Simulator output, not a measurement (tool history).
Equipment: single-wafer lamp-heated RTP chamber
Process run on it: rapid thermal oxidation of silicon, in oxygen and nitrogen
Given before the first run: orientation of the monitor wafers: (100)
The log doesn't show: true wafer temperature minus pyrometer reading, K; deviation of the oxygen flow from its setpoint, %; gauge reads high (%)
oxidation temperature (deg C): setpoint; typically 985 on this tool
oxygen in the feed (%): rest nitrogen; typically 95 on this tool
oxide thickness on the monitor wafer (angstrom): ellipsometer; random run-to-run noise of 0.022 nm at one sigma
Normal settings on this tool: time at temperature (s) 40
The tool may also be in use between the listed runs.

run    hour  oxidation temperature (deg C)  time at temperature (s)  oxygen in the feed (%)  wafers since the last listed run  wafers since the last pyrometer calibration  hours since the oxygen flow controller was replaced  hours since the gauge calibration  read-back reference wafer on the same gauge, thickness  oxide thickness on the monitor wafer (angstrom)
  1     0.0                            985                       40                      95                                 0                                          302                                               2895.6                             2010.1                                                   5.121                                            45.84
  2    29.0                            985                       40                      95                               449                                          752                                               2924.6                             2039.1                                                   5.115                                            46.43
  3   100.8                            969                       40                      95                              1114                                         1866                                               2996.4                             2110.9                                                   5.111                                            41.81
  4   149.7                            969                       40                      95                               758                                         2625                                               3045.3                             2159.8                                                   5.122                                            42.67
  5   175.6                            969                       40                      95                               401                                         3027                                               3071.2                             2185.7                                                   5.120                                            42.40
  6   231.2                            985                       40                      95                               862                                         3890                                               3126.8                             2241.3                                                   5.129                                            47.78
  7   280.8                            985                       40                      95                               769                                         4659                                               3176.4                             2290.9                                                   5.122                                            47.79
  8   316.1                            985                       40                      95                               547                                         5207                                               3211.7                             2326.2                                                   5.128                                            47.75
  9   343.7                           1008                       40                      98                               428                                         5635                                               3239.3                             2353.8                                                   5.123                                            56.76
 10   451.8                           1008                       40                      98                              1677                                         7313                                               3347.4                             2461.9                                                   5.115                                            57.23
      508.4  -- pyrometer window cleaned and pyrometer calibrated
 11   508.9                           1008                       40                      98                               761                                            8                                               3404.5                             2519.0                                                   5.119                                            54.47
 12   559.3                            985                       47                      79                               782                                          790                                               3454.9                             2569.4                                                   5.125                                            46.98
 13   595.2                            985                       40                      95                               557                                         1347                                               3490.8                             2605.3                                                   5.124                                            47.18
 14   643.7                            985                       40                      95                               752                                         2100                                               3539.3                             2653.8                                                   5.125                                            47.24
 15   698.4                            985                       40                      95                               848                                         2948                                               3594.0                             2708.5                                                   5.125                                            47.80
      705.9  -- gauge calibrated
 16   754.8                            957                       32                      95                               875                                         3824                                               3650.4                               48.9                                                   5.112                                            36.22
 17   821.1                            969                       40                      95                              1028                                         4852                                               3716.7                              115.2                                                   5.124                                            43.40
 18   881.2                           1011                       40                      95                               932                                         5785                                               3776.8                              175.3                                                   5.122                                            58.18
 19   917.8                            958                       29                      98                               567                                         6353                                               3813.4                              211.9                                                   5.120                                            35.97
      946.2  -- pyrometer window cleaned and pyrometer calibrated
 20   963.8                            985                       40                      83                               589                                          273                                               3859.4                              257.9                                                   5.117                                            43.42
 21   989.8                            985                       32                      95                               403                                          677                                               3885.4                              283.9                                                   5.116                                            41.93
 22  1018.3                            958                       29                      98                               442                                         1119                                               3913.9                              312.4                                                   5.116                                            34.37

Run 23, settings as shown, results not yet in. Your forecast:
     1088.9  -- oxygen flow controller replaced
 23  1089.4                            985                       40                      95                               979                                         2098                                                  0.5                              383.5                                                       ?                                                ?

read-back reference wafer on the same gauge, thickness: 5.113
oxide thickness on the monitor wafer (angstrom): 47.12
Were there no unlogged condition in the tool, this run, its random variation unchanged, would have produced oxide thickness on the monitor wafer (angstrom) 45.63.
